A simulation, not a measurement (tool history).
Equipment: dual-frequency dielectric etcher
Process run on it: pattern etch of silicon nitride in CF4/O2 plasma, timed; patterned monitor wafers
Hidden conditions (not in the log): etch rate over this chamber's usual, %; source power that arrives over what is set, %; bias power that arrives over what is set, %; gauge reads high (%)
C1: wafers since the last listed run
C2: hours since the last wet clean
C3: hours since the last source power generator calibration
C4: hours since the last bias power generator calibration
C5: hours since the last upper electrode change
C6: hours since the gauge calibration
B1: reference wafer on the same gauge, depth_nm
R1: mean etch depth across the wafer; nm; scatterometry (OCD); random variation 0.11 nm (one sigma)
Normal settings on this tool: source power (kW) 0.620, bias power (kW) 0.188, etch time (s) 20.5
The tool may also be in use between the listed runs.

run 1 hour=0.0 | source_power_(kW)=0.620 bias_power_(kW)=0.219 etch_time_(s)=20.5 | C1=0 C2=145.2 C3=2925.2 C4=4642.0 C5=2879.4 C6=425.9 | B1=42.1 | R1=51.1
run 2 hour=26.6 | source_power_(kW)=0.620 bias_power_(kW)=0.219 etch_time_(s)=20.5 | C1=423 C2=171.8 C3=2951.8 C4=4668.6 C5=2906.0 C6=452.5 | B1=42.1 | R1=51.3
run 3 hour=53.0 | source_power_(kW)=0.620 bias_power_(kW)=0.188 etch_time_(s)=20.5 | C1=420 C2=198.2 C3=2978.2 C4=4695.0 C5=2932.4 C6=478.9 | B1=42.1 | R1=48.8
run 4 hour=72.2 | source_power_(kW)=0.620 bias_power_(kW)=0.188 etch_time_(s)=20.5 | C1=305 C2=217.4 C3=2997.4 C4=4714.2 C5=2951.6 C6=498.1 | B1=42.1 | R1=49.1
run 5 hour=141.7 | source_power_(kW)=0.620 bias_power_(kW)=0.188 etch_time_(s)=20.5 | C1=1106 C2=286.9 C3=3066.9 C4=4783.7 C5=3021.1 C6=567.6 | B1=42.1 | R1=48.8
run 6 hour=170.4 | source_power_(kW)=0.620 bias_power_(kW)=0.188 etch_time_(s)=20.5 | C1=456 C2=315.6 C3=3095.6 C4=4812.4 C5=3049.8 C6=596.3 | B1=42.1 | R1=48.9
run 7 hour=191.9 | source_power_(kW)=0.620 bias_power_(kW)=0.188 etch_time_(s)=20.5 | C1=342 C2=337.1 C3=3117.1 C4=4833.9 C5=3071.3 C6=617.8 | B1=42.1 | R1=49.2
run 8 hour=209.9 | source_power_(kW)=0.720 bias_power_(kW)=0.216 etch_time_(s)=20.5 | C1=286 C2=355.1 C3=3135.1 C4=4851.9 C5=3089.3 C6=635.8 | B1=42.1 | R1=59.7
run 9 hour=230.0 | source_power_(kW)=0.720 bias_power_(kW)=0.216 etch_time_(s)=20.5 | C1=319 C2=375.2 C3=3155.2 C4=4872.0 C5=3109.4 C6=655.9 | B1=42.1 | R1=59.9
run 10 hour=250.5 | source_power_(kW)=0.720 bias_power_(kW)=0.216 etch_time_(s)=20.5 | C1=326 C2=395.7 C3=3175.7 C4=4892.5 C5=3129.9 C6=676.4 | B1=42.2 | R1=60.1
-- hour=293.5 wet clean of the chamber
run 11 hour=294.0 | source_power_(kW)=0.620 bias_power_(kW)=0.213 etch_time_(s)=20.5 | C1=310 C2=0.5 C3=3219.2 C4=4936.0 C5=3173.4 C6=719.9 | B1=42.1 | R1=50.6
run 12 hour=294.3 | source_power_(kW)=0.560 bias_power_(kW)=0.188 etch_time_(s)=18.0 | C1=4 C2=0.8 C3=3219.5 C4=4936.3 C5=3173.7 C6=720.2 | B1=42.1 | R1=38.3
-- hour=336.4 upper electrode replaced
run 13 hour=336.9 | source_power_(kW)=0.560 bias_power_(kW)=0.188 etch_time_(s)=18.0 | C1=296 C2=43.4 C3=3262.1 C4=4978.9 C5=0.5 C6=762.8 | B1=42.1 | R1=38.4
-- hour=348.9 source power generator calibrated
run 14 hour=357.0 | source_power_(kW)=0.620 bias_power_(kW)=0.188 etch_time_(s)=20.5 | C1=256 C2=63.5 C3=8.1 C4=4999.0 C5=20.6 C6=782.9 | B1=42.1 | R1=51.7
-- hour=372.2 gauge calibrated
-- hour=386.7 bias power generator calibrated
run 15 hour=390.8 | source_power_(kW)=0.690 bias_power_(kW)=0.188 etch_time_(s)=16.5 | C1=474 C2=97.3 C3=41.9 C4=4.1 C5=54.4 C6=18.6 | B1=42.1 | R1=46.6
run 16 hour=426.1 | source_power_(kW)=0.620 bias_power_(kW)=0.188 etch_time_(s)=22.5 | C1=561 C2=132.6 C3=77.2 C4=39.4 C5=89.7 C6=53.9 | B1=42.1 | R1=56.7
run 17 hour=440.6 | source_power_(kW)=0.620 bias_power_(kW)=0.188 etch_time_(s)=20.5 | C1=230 C2=147.1 C3=91.7 C4=53.9 C5=104.2 C6=68.4 | B1=42.1 | R1=51.6

Forecast run 18:
run 18 hour=461.4 | source_power_(kW)=0.620 bias_power_(kW)=0.188 etch_time_(s)=20.5 | C1=331 C2=167.9 C3=112.5 C4=74.7 C5=125.0 C6=89.2 | B1=? | R1=?

B1: 42.1
R1: 51.6 nm
Had the tool carried no hidden state, the very same run would have given R1 51.0 nm.
